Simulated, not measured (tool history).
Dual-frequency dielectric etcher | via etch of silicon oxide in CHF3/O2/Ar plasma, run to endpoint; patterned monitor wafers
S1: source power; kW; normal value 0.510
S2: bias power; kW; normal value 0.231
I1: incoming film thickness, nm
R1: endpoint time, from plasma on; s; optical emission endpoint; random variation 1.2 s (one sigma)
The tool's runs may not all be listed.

| run | hour | S1 | S2 | I1 | R1 |
|---|---|---|---|---|---|
| 1 | 0.0 | 0.510 | 0.231 | 771.6 | 385.9 |
|  | 16.2 | wet clean of the chamber |
| 2 | 59.9 | 0.510 | 0.231 | 762.2 | 391.1 |
| 3 | 117.7 | 0.510 | 0.231 | 769.0 | 393.3 |
| 4 | 168.0 | 0.560 | 0.231 | 773.7 | 375.5 |
| 5 | 229.9 | 0.510 | 0.231 | 767.6 | 388.6 |
| 6 | 295.2 | 0.510 | 0.231 | 765.9 | 387.4 |
|  | 326.3 | wet clean of the chamber |
| 7 | 338.5 | 0.510 | 0.231 | 775.1 | 399.2 |
| 8 | 372.1 | 0.510 | 0.231 | 764.0 | 391.1 |
| 9 | 403.3 | 0.510 | 0.231 | 774.2 | 393.9 |
| 10 | 449.3 | 0.510 | 0.206 | 757.2 | 396.4 |
| 11 | 489.5 | 0.510 | 0.206 | 763.6 | 397.1 |
| 12 | 528.1 | 0.510 | 0.206 | 774.9 | 401.8 |
| 13 | 571.3 | 0.510 | 0.256 | 774.2 | 382.1 |
|  | 636.1 | wet clean of the chamber |
| 14 | 636.6 | 0.510 | 0.209 | 764.8 | 398.6 |
| 15 | 681.0 | 0.460 | 0.180 | 765.2 | 433.1 |
| 16 | 730.2 | 0.560 | 0.269 | 767.7 | 362.0 |
|  | 754.1 | bias power generator calibrated |
| 17 | 758.4 | 0.420 | 0.247 | 763.7 | 418.7 |

Expected results for the next run?
|  | 826.2 | upper electrode replaced |
| 18 | 826.7 | 0.510 | 0.210 | 771.2 | ? |

R1: 398.0 s
With the hidden condition absent and the run-to-run variation left alone, this run would have shown R1 403.0 s.
